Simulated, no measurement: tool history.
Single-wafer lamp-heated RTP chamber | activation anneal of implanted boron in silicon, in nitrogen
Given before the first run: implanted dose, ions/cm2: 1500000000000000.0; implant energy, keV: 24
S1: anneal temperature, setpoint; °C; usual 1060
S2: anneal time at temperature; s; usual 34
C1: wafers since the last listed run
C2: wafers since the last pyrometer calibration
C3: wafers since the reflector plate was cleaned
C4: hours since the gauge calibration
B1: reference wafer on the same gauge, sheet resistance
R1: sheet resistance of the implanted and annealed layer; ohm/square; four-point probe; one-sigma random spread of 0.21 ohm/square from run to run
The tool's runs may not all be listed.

{"run": 1, "hour": 0.0, "S1": 1070, "S2": 46, "C1": 0, "C2": 4636, "C3": 1481, "C4": 762.3, "B1": 72.69, "R1": 83.94}
{"run": 2, "hour": 42.3, "S1": 1070, "S2": 46, "C1": 519, "C2": 5155, "C3": 2000, "C4": 804.6, "B1": 72.68, "R1": 84.4}
{"run": 3, "hour": 85.7, "S1": 1045, "S2": 34, "C1": 532, "C2": 5688, "C3": 2533, "C4": 848.0, "B1": 72.7, "R1": 86.98}
{"run": 4, "hour": 142.1, "S1": 1045, "S2": 34, "C1": 692, "C2": 6380, "C3": 3225, "C4": 904.4, "B1": 72.69, "R1": 87.05}
{"hour": 159.6, "done": "gauge calibrated"}
{"run": 5, "hour": 204.5, "S1": 1060, "S2": 28, "C1": 765, "C2": 7146, "C3": 3991, "C4": 44.9, "B1": 72.74, "R1": 85.7}
{"run": 6, "hour": 238.0, "S1": 1060, "S2": 28, "C1": 411, "C2": 7557, "C3": 4402, "C4": 78.4, "B1": 72.7, "R1": 85.88}
{"hour": 317.7, "done": "pyrometer window cleaned and pyrometer calibrated"}
{"hour": 334.3, "done": "reflector plate cleaned"}
{"run": 7, "hour": 374.6, "S1": 1060, "S2": 34, "C1": 1480, "C2": 600, "C3": 494, "C4": 215.0, "B1": 72.7, "R1": 85.62}
{"run": 8, "hour": 409.4, "S1": 1038, "S2": 39, "C1": 427, "C2": 1027, "C3": 921, "C4": 249.8, "B1": 72.73, "R1": 87.36}
{"run": 9, "hour": 547.8, "S1": 1038, "S2": 39, "C1": 1698, "C2": 2725, "C3": 2620, "C4": 388.2, "B1": 72.72, "R1": 87.37}
{"run": 10, "hour": 603.4, "S1": 1038, "S2": 39, "C1": 682, "C2": 3408, "C3": 3302, "C4": 443.8, "B1": 72.71, "R1": 87.56}
{"run": 11, "hour": 630.8, "S1": 1060, "S2": 34, "C1": 336, "C2": 3744, "C3": 3639, "C4": 471.2, "B1": 72.74, "R1": 85.44}
{"run": 12, "hour": 666.9, "S1": 1046, "S2": 34, "C1": 443, "C2": 4187, "C3": 4082, "C4": 507.3, "B1": 72.71, "R1": 87.1}
{"run": 13, "hour": 712.1, "S1": 1071, "S2": 20, "C1": 554, "C2": 4742, "C3": 4636, "C4": 552.5, "B1": 72.68, "R1": 85.62}
{"run": 14, "hour": 761.9, "S1": 1060, "S2": 34, "C1": 611, "C2": 5353, "C3": 5248, "C4": 602.3, "B1": 72.75, "R1": 85.84}
{"run": 15, "hour": 801.1, "S1": 1060, "S2": 34, "C1": 481, "C2": 5834, "C3": 5729, "C4": 641.5, "B1": 72.69, "R1": 85.19}
{"hour": 869.9, "done": "reflector plate cleaned"}
{"run": 16, "hour": 946.0, "S1": 1046, "S2": 52, "C1": 1680, "C2": 7514, "C3": 934, "C4": 786.4, "B1": 72.72, "R1": 85.39}
{"hour": 972.4, "done": "pyrometer window cleaned and pyrometer calibrated"}
{"run": 17, "hour": 1004.7, "S1": 1041, "S2": 47, "C1": 622, "C2": 396, "C3": 1556, "C4": 845.1, "B1": 72.73, "R1": 86.77}
{"hour": 1054.6, "done": "gauge calibrated"}
{"run": 18, "hour": 1071.5, "S1": 1060, "S2": 34, "C1": 819, "C2": 1216, "C3": 2376, "C4": 16.9, "B1": 72.75, "R1": 85.27}
{"run": 19, "hour": 1110.9, "S1": 1085, "S2": 18, "C1": 483, "C2": 1700, "C3": 2860, "C4": 56.3, "B1": 72.66, "R1": 85.41}
{"run": 20, "hour": 1146.9, "S1": 1060, "S2": 34, "C1": 441, "C2": 2142, "C3": 3301, "C4": 92.3, "B1": 72.73, "R1": 85.22}
{"run": 21, "hour": 1214.4, "S1": 1045, "S2": 21, "C1": 828, "C2": 2970, "C3": 4130, "C4": 159.8, "B1": 72.7, "R1": 87.86}
{"hour": 1281.6, "done": "reflector plate cleaned"}
{"run": 22, "hour": 1310.9, "S1": 1060, "S2": 23, "C1": 1086, "C2": 4056, "C3": 359, "C4": 256.3, "B1": 72.71, "R1": 86.43}
{"run": 23, "hour": 1352.9, "S1": 1032, "S2": 46, "C1": 515, "C2": 4572, "C3": 875, "C4": 298.3, "B1": 72.67, "R1": 87.39}
{"run": 24, "hour": 1396.9, "S1": 1050, "S2": 42, "C1": 540, "C2": 5112, "C3": 1415, "C4": 342.3, "B1": 72.7, "R1": 85.97}

Predict each of these 4 candidate next runs independently; none follows another, all start after run 24:
{"run": "A", "hour": 1397.3, "S1": 1060, "S2": 34, "C1": 4, "C2": 5117, "C3": 1420, "C4": 342.7, "B1": "?", "R1": "?"}
{"run": "B", "hour": 1397.3, "S1": 1036, "S2": 29, "C1": 4, "C2": 5117, "C3": 1420, "C4": 342.7, "B1": "?", "R1": "?"}
{"run": "C", "hour": 1397.3, "S1": 1034, "S2": 19, "C1": 4, "C2": 5117, "C3": 1420, "C4": 342.7, "B1": "?", "R1": "?"}
{"run": "D", "hour": 1397.3, "S1": 1039, "S2": 46, "C1": 4, "C2": 5117, "C3": 1420, "C4": 342.7, "B1": "?", "R1": "?"}

run=A B1=72.68 R1=85.92
run=B B1=72.68 R1=88.43
run=C B1=72.68 R1=89.31
run=D B1=72.68 R1=87.16
The same runs, with their run-to-run variation unchanged, on a tool lacking any hidden condition would have given:
run=A R1=85.92
run=B R1=88.43
run=C R1=89.31
run=D R1=87.16
